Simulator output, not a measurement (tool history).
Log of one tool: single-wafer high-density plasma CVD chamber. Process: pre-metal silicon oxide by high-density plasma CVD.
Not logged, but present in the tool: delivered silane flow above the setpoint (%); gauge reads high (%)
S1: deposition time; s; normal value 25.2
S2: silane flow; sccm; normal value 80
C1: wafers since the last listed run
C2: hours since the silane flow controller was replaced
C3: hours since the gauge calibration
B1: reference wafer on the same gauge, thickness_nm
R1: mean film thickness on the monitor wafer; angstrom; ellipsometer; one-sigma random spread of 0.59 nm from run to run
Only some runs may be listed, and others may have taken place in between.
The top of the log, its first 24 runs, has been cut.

{"run": 25, "day": 26.125, "S1": 25.2, "S2": 80, "C1": 287, "C2": 303.0, "C3": 153.1, "B1": 264.219, "R1": 2184.36}
{"run": 26, "day": 26.679, "S1": 22.7, "S2": 92, "C1": 184, "C2": 316.3, "C3": 166.4, "B1": 263.852, "R1": 2268.25}
{"run": 27, "day": 28.108, "S1": 25.2, "S2": 80, "C1": 476, "C2": 350.6, "C3": 200.7, "B1": 264.046, "R1": 2188.41}
{"run": 28, "day": 29.521, "S1": 23.4, "S2": 88, "C1": 470, "C2": 384.5, "C3": 234.6, "B1": 264.073, "R1": 2239.63}
{"run": 29, "day": 32.746, "S1": 30.1, "S2": 92, "C1": 1074, "C2": 461.9, "C3": 312.0, "B1": 264.036, "R1": 2997.25}
{"run": 30, "day": 33.846, "S1": 25.2, "S2": 72, "C1": 366, "C2": 488.3, "C3": 338.4, "B1": 264.167, "R1": 1963.86}
{"run": 31, "day": 34.425, "S1": 22.0, "S2": 74, "C1": 192, "C2": 502.2, "C3": 352.3, "B1": 264.068, "R1": 1758.77}
{"run": 32, "day": 35.792, "S1": 26.8, "S2": 89, "C1": 455, "C2": 535.0, "C3": 385.1, "B1": 264.009, "R1": 2571.95}
{"run": 33, "day": 37.158, "S1": 25.2, "S2": 89, "C1": 455, "C2": 567.8, "C3": 417.9, "B1": 263.972, "R1": 2419.12}

Alternative continuations, all from the tool just after run 33; predict every row:
{"run": "A", "day": 37.175, "S1": 27.8, "S2": 80, "C1": 5, "C2": 568.2, "C3": 418.3, "B1": "?", "R1": "?"}
{"run": "B", "day": 37.175, "S1": 20.5, "S2": 65, "C1": 5, "C2": 568.2, "C3": 418.3, "B1": "?", "R1": "?"}
{"run": "C", "day": 37.175, "S1": 23.7, "S2": 87, "C1": 5, "C2": 568.2, "C3": 418.3, "B1": "?", "R1": "?"}
{"run": "D", "day": 37.175, "S1": 27.0, "S2": 80, "C1": 5, "C2": 568.2, "C3": 418.3, "B1": "?", "R1": "?"}
{"run": "E", "day": 37.175, "S1": 28.0, "S2": 80, "C1": 5, "C2": 568.2, "C3": 418.3, "B1": "?", "R1": "?"}

run=A B1=264.123 R1=2395.44
run=B B1=264.123 R1=1435.22
run=C B1=264.123 R1=2220.84
run=D B1=264.123 R1=2326.50
run=E B1=264.123 R1=2412.67
Without the tool's hidden state the same runs would have given:
run=A R1=2430.58
run=B R1=1456.27
run=C R1=2253.42
run=D R1=2360.63
run=E R1=2448.06

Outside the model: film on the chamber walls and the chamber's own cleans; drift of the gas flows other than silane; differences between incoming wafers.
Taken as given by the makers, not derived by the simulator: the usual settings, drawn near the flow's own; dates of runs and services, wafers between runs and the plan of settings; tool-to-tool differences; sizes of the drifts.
